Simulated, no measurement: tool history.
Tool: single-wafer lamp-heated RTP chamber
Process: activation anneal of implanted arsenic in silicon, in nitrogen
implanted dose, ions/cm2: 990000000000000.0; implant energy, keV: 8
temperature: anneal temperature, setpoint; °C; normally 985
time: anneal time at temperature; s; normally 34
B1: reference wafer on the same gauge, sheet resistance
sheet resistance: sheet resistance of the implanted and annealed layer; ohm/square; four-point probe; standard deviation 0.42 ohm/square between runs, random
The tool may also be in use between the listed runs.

{"run": 1, "hour": 0.0, "temperature": 985, "time": 34, "B1": 152.08, "sheet resistance": 153.44}
{"run": 2, "hour": 55.3, "temperature": 985, "time": 34, "B1": 151.97, "sheet resistance": 153.4}
{"run": 3, "hour": 96.3, "temperature": 985, "time": 34, "B1": 151.9, "sheet resistance": 152.87}
{"run": 4, "hour": 124.6, "temperature": 985, "time": 19, "B1": 152.05, "sheet resistance": 167.79}
{"run": 5, "hour": 152.1, "temperature": 985, "time": 19, "B1": 151.91, "sheet resistance": 167.7}
{"run": 6, "hour": 211.1, "temperature": 985, "time": 19, "B1": 152.08, "sheet resistance": 166.77}
{"run": 7, "hour": 240.2, "temperature": 985, "time": 34, "B1": 151.99, "sheet resistance": 150.89}
{"hour": 261.8, "done": "pyrometer window cleaned and pyrometer calibrated"}
{"run": 8, "hour": 267.9, "temperature": 985, "time": 34, "B1": 151.99, "sheet resistance": 154.0}
{"run": 9, "hour": 315.8, "temperature": 985, "time": 27, "B1": 151.95, "sheet resistance": 159.16}
{"run": 10, "hour": 359.5, "temperature": 985, "time": 27, "B1": 152.01, "sheet resistance": 159.24}
{"hour": 383.4, "done": "reflector plate cleaned"}
{"run": 11, "hour": 421.0, "temperature": 967, "time": 54, "B1": 151.83, "sheet resistance": 153.57}
{"run": 12, "hour": 571.8, "temperature": 985, "time": 34, "B1": 151.8, "sheet resistance": 149.3}
{"hour": 593.4, "done": "pyrometer window cleaned and pyrometer calibrated"}
{"hour": 616.0, "done": "gauge calibrated"}
{"run": 13, "hour": 624.9, "temperature": 985, "time": 19, "B1": 151.96, "sheet resistance": 169.64}
{"run": 14, "hour": 650.1, "temperature": 1004, "time": 19, "B1": 152.01, "sheet resistance": 153.53}
{"run": 15, "hour": 674.5, "temperature": 985, "time": 41, "B1": 151.91, "sheet resistance": 146.64}
{"run": 16, "hour": 843.0, "temperature": 967, "time": 54, "B1": 151.98, "sheet resistance": 152.69}
{"hour": 852.6, "done": "pyrometer window cleaned and pyrometer calibrated"}
{"run": 17, "hour": 889.7, "temperature": 985, "time": 23, "B1": 151.92, "sheet resistance": 164.65}
{"run": 18, "hour": 933.5, "temperature": 1009, "time": 34, "B1": 152.01, "sheet resistance": 133.8}
{"run": 19, "hour": 972.3, "temperature": 985, "time": 43, "B1": 152.0, "sheet resistance": 146.21}
{"run": 20, "hour": 1043.5, "temperature": 970, "time": 20, "B1": 152.26, "sheet resistance": 179.09}
{"run": 21, "hour": 1093.0, "temperature": 996, "time": 34, "B1": 151.93, "sheet resistance": 142.33}

Difference, measured minus no-hidden-state, one row per run. Run-to-run variation is common to both terms; the gauge's own scatter need not be:
What the log doesn't record here: true wafer temperature minus pyrometer reading, K; wafer temperature error from the tarnished reflector plate, K; gauge reads high (%).
run=1 sheet_resistance=-0.42
run=2 sheet_resistance=-1.14
run=3 sheet_resistance=-1.68
run=4 sheet_resistance=-2.01
run=5 sheet_resistance=-2.37
run=6 sheet_resistance=-3.13
run=7 sheet_resistance=-3.54
run=8 sheet_resistance=-0.60
run=9 sheet_resistance=-1.22
run=10 sheet_resistance=-1.80
run=11 sheet_resistance=-2.77
run=12 sheet_resistance=-4.52
run=13 sheet_resistance=-0.91
run=14 sheet_resistance=-1.19
run=15 sheet_resistance=-1.52
run=16 sheet_resistance=-4.02
run=17 sheet_resistance=-0.55
run=18 sheet_resistance=-0.93
run=19 sheet_resistance=-1.58
run=20 sheet_resistance=-2.55
run=21 sheet_resistance=-3.06

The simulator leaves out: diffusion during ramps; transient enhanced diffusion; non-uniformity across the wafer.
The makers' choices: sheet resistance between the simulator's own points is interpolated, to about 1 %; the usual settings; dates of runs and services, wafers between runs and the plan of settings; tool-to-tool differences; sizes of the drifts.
